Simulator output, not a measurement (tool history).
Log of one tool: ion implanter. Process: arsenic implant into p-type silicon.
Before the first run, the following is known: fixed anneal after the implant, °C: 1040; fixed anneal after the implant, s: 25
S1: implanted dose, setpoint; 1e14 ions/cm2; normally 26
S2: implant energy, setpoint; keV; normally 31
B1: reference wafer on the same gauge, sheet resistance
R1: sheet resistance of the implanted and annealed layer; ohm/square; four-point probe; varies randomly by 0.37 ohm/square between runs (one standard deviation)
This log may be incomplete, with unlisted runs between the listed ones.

run    hour     S1    S2     B1     R1
  1       0     26    25  78.58  72.99
  2    65.1     26    25  78.41  73.18
  3   107.8     26    31  78.51  69.63
  4   177.5  22.54    31  78.55  72.32
  5   235.9  22.54    31  78.52  72.38
  6   299.9  22.54    31  78.42  73.14
  7   404.7     26    31   78.4  69.55
  8   449.7     26    31  78.63  69.45
  9   510.2     26  23.5  78.32  73.73
 10   550.8  22.54    31  78.56  72.77
      579.2  -- gauge calibrated
      583.6  -- extraction supply calibrated
 11   584.1  23.22  41.5  78.49  66.15
      593.2  -- Faraday cup replaced and dose calibrated
 12   645.6     26    31  78.58  69.54
 13   717.3  29.16    31  78.54  66.82
 14   875.4  28.97    26  78.54  70.34
 15   938.3  29.59  37.5  78.63  61.84
 16  1009.9  23.25  37.5  78.54  68.36

Each row is a separate what-if for the run after 16, all from the same tool condition, not one after another. Results?
  A  1010.3     26  20.5   ?   ?
  B  1010.3  19.09    39   ?   ?
  C  1010.3  20.77    41   ?   ?

run     B1     R1
  A  78.52   76.2
  B  78.52   73.4
  C  78.52  69.47
The same runs, with their run-to-run variation unchanged, on a tool lacking any hidden condition would have given:
run     R1
  A   76.2
  B   73.4
  C  69.47
